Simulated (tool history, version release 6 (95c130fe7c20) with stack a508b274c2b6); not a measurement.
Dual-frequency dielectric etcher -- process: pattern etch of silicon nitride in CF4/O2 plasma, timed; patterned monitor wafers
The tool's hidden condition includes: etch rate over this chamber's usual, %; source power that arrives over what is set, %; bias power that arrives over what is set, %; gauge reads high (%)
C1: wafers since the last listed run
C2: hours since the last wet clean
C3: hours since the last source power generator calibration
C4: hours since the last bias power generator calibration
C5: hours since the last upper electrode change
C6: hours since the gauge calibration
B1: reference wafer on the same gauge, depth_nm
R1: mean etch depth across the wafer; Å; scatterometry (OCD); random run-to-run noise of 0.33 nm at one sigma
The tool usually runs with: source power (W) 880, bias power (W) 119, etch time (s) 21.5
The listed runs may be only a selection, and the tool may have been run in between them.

run 1 hour=0 | source_power_(W)=880 bias_power_(W)=119 etch_time_(s)=21.5 | C1=0 C2=354.3 C3=3421.2 C4=4651.6 C5=420.1 C6=1480.8 | B1=73.9 | R1=671
run 2 hour=56.9 | source_power_(W)=880 bias_power_(W)=119 etch_time_(s)=21.5 | C1=900 C2=411.2 C3=3478.1 C4=4708.5 C5=477 C6=1537.7 | B1=73.9 | R1=661
run 3 hour=127.4 | source_power_(W)=880 bias_power_(W)=119 etch_time_(s)=21.5 | C1=1116 C2=481.7 C3=3548.6 C4=4779 C5=547.5 C6=1608.2 | B1=73.9 | R1=662
-- hour=165.5 wet clean of the chamber
run 4 hour=174.9 | source_power_(W)=880 bias_power_(W)=119 etch_time_(s)=21.5 | C1=372 C2=9.4 C3=3596.1 C4=4826.5 C5=595 C6=1655.7 | B1=74 | R1=665
run 5 hour=252.1 | source_power_(W)=880 bias_power_(W)=119 etch_time_(s)=21.5 | C1=1222 C2=86.6 C3=3673.3 C4=4903.7 C5=672.2 C6=1732.9 | B1=73.9 | R1=663
run 6 hour=359.1 | source_power_(W)=880 bias_power_(W)=119 etch_time_(s)=21.5 | C1=1693 C2=193.6 C3=3780.3 C4=5010.7 C5=779.2 C6=1839.9 | B1=74 | R1=664
run 7 hour=448.5 | source_power_(W)=880 bias_power_(W)=119 etch_time_(s)=21.5 | C1=1415 C2=283 C3=3869.7 C4=5100.1 C5=868.6 C6=1929.3 | B1=73.8 | R1=670
-- hour=458.5 gauge calibrated
run 8 hour=485.1 | source_power_(W)=880 bias_power_(W)=119 etch_time_(s)=21.5 | C1=579 C2=319.6 C3=3906.3 C4=5136.7 C5=905.2 C6=26.6 | B1=73.9 | R1=661
run 9 hour=541.4 | source_power_(W)=880 bias_power_(W)=119 etch_time_(s)=21.5 | C1=891 C2=375.9 C3=3962.6 C4=5193 C5=961.5 C6=82.9 | B1=73.9 | R1=666
run 10 hour=644.3 | source_power_(W)=880 bias_power_(W)=119 etch_time_(s)=21.5 | C1=1628 C2=478.8 C3=4065.5 C4=5295.9 C5=1064.4 C6=185.8 | B1=73.9 | R1=661
-- hour=683.3 bias power generator calibrated
run 11 hour=748.4 | source_power_(W)=880 bias_power_(W)=119 etch_time_(s)=18.5 | C1=1584 C2=582.9 C3=4169.6 C4=65.1 C5=1168.5 C6=289.9 | B1=73.9 | R1=571
-- hour=818.9 wet clean of the chamber
run 12 hour=819.4 | source_power_(W)=880 bias_power_(W)=119 etch_time_(s)=18.5 | C1=744 C2=0.5 C3=4240.6 C4=136.1 C5=1239.5 C6=360.9 | B1=73.9 | R1=575
run 13 hour=922.4 | source_power_(W)=880 bias_power_(W)=119 etch_time_(s)=18.5 | C1=1630 C2=103.5 C3=4343.6 C4=239.1 C5=1342.5 C6=463.9 | B1=73.8 | R1=572
run 14 hour=960.4 | source_power_(W)=810 bias_power_(W)=119 etch_time_(s)=21.5 | C1=601 C2=141.5 C3=4381.6 C4=277.1 C5=1380.5 C6=501.9 | B1=73.9 | R1=631
run 15 hour=1035.6 | source_power_(W)=880 bias_power_(W)=119 etch_time_(s)=21.5 | C1=1190 C2=216.7 C3=4456.8 C4=352.3 C5=1455.7 C6=577.1 | B1=73.9 | R1=659
run 16 hour=1094.6 | source_power_(W)=750 bias_power_(W)=94 etch_time_(s)=21.5 | C1=933 C2=275.7 C3=4515.8 C4=411.3 C5=1514.7 C6=636.1 | B1=73.9 | R1=567
-- hour=1108.7 source power generator calibrated
run 17 hour=1147.3 | source_power_(W)=940 bias_power_(W)=128 etch_time_(s)=18.5 | C1=770 C2=328.4 C3=38.6 C4=464 C5=1567.4 C6=688.8 | B1=73.9 | R1=609
run 18 hour=1220.7 | source_power_(W)=790 bias_power_(W)=119 etch_time_(s)=24.5 | C1=1161 C2=401.8 C3=112 C4=537.4 C5=1640.8 C6=762.2 | B1=74 | R1=720
run 19 hour=1300 | source_power_(W)=880 bias_power_(W)=144 etch_time_(s)=21.5 | C1=1255 C2=481.1 C3=191.3 C4=616.7 C5=1720.1 C6=841.5 | B1=73.9 | R1=710
-- hour=1336.3 wet clean of the chamber
run 20 hour=1352.3 | source_power_(W)=880 bias_power_(W)=119 etch_time_(s)=21.5 | C1=447 C2=16 C3=243.6 C4=669 C5=1772.4 C6=893.8 | B1=74 | R1=665
-- hour=1389.9 upper electrode replaced
run 21 hour=1395.9 | source_power_(W)=880 bias_power_(W)=104 etch_time_(s)=21.5 | C1=310 C2=59.6 C3=287.2 C4=712.6 C5=6 C6=937.4 | B1=73.8 | R1=638
run 22 hour=1458.4 | source_power_(W)=990 bias_power_(W)=119 etch_time_(s)=21.5 | C1=989 C2=122.1 C3=349.7 C4=775.1 C5=68.5 C6=999.9 | B1=73.8 | R1=718
run 23 hour=1688 | source_power_(W)=880 bias_power_(W)=119 etch_time_(s)=18 | C1=3634 C2=351.7 C3=579.3 C4=1004.7 C5=298.1 C6=1229.5 | B1=73.8 | R1=558
run 24 hour=1733.7 | source_power_(W)=790 bias_power_(W)=119 etch_time_(s)=24.5 | C1=723 C2=397.4 C3=625 C4=1050.4 C5=343.8 C6=1275.2 | B1=73.9 | R1=712
run 25 hour=1830.4 | source_power_(W)=810 bias_power_(W)=104 etch_time_(s)=23.5 | C1=1530 C2=494.1 C3=721.7 C4=1147.1 C5=440.5 C6=1371.9 | B1=74 | R1=665
-- hour=1902.6 wet clean of the chamber
run 26 hour=1935.4 | source_power_(W)=880 bias_power_(W)=119 etch_time_(s)=25 | C1=1282 C2=32.8 C3=826.7 C4=1252.1 C5=545.5 C6=1476.9 | B1=73.9 | R1=765
run 27 hour=2069.2 | source_power_(W)=730 bias_power_(W)=148 etch_time_(s)=18 | C1=2118 C2=166.6 C3=960.5 C4=1385.9 C5=679.3 C6=1610.7 | B1=74 | R1=544
run 28 hour=2168.7 | source_power_(W)=880 bias_power_(W)=119 etch_time_(s)=21.5 | C1=1575 C2=266.1 C3=1060 C4=1485.4 C5=778.8 C6=1710.2 | B1=73.9 | R1=670
run 29 hour=2262.4 | source_power_(W)=740 bias_power_(W)=135 etch_time_(s)=15 | C1=1483 C2=359.8 C3=1153.7 C4=1579.1 C5=872.5 C6=1803.9 | B1=73.9 | R1=437
run 30 hour=2348.6 | source_power_(W)=1020 bias_power_(W)=144 etch_time_(s)=19 | C1=1364 C2=446 C3=1239.9 C4=1665.3 C5=958.7 C6=1890.1 | B1=73.9 | R1=683
run 31 hour=2397 | source_power_(W)=880 bias_power_(W)=119 etch_time_(s)=21.5 | C1=766 C2=494.4 C3=1288.3 C4=1713.7 C5=1007.1 C6=1938.5 | B1=73.9 | R1=665

Each row is a separate what-if for the run after 31, all from the same tool condition, not one after another. Results?
run A hour=2397.4 | source_power_(W)=880 bias_power_(W)=119 etch_time_(s)=21.5 | C1=6 C2=494.8 C3=1288.7 C4=1714.1 C5=1007.5 C6=1938.9 | B1=? | R1=?
run B hour=2397.4 | source_power_(W)=880 bias_power_(W)=119 etch_time_(s)=26.5 | C1=6 C2=494.8 C3=1288.7 C4=1714.1 C5=1007.5 C6=1938.9 | B1=? | R1=?
run C hour=2397.4 | source_power_(W)=690 bias_power_(W)=145 etch_time_(s)=26.5 | C1=6 C2=494.8 C3=1288.7 C4=1714.1 C5=1007.5 C6=1938.9 | B1=? | R1=?

run=A B1=73.8 R1=664
run=B B1=73.8 R1=818
run=C B1=73.8 R1=773
With the hidden condition removed and each run's random variation left untouched, the same runs would have given:
run=A R1=664
run=B R1=818
run=C R1=773
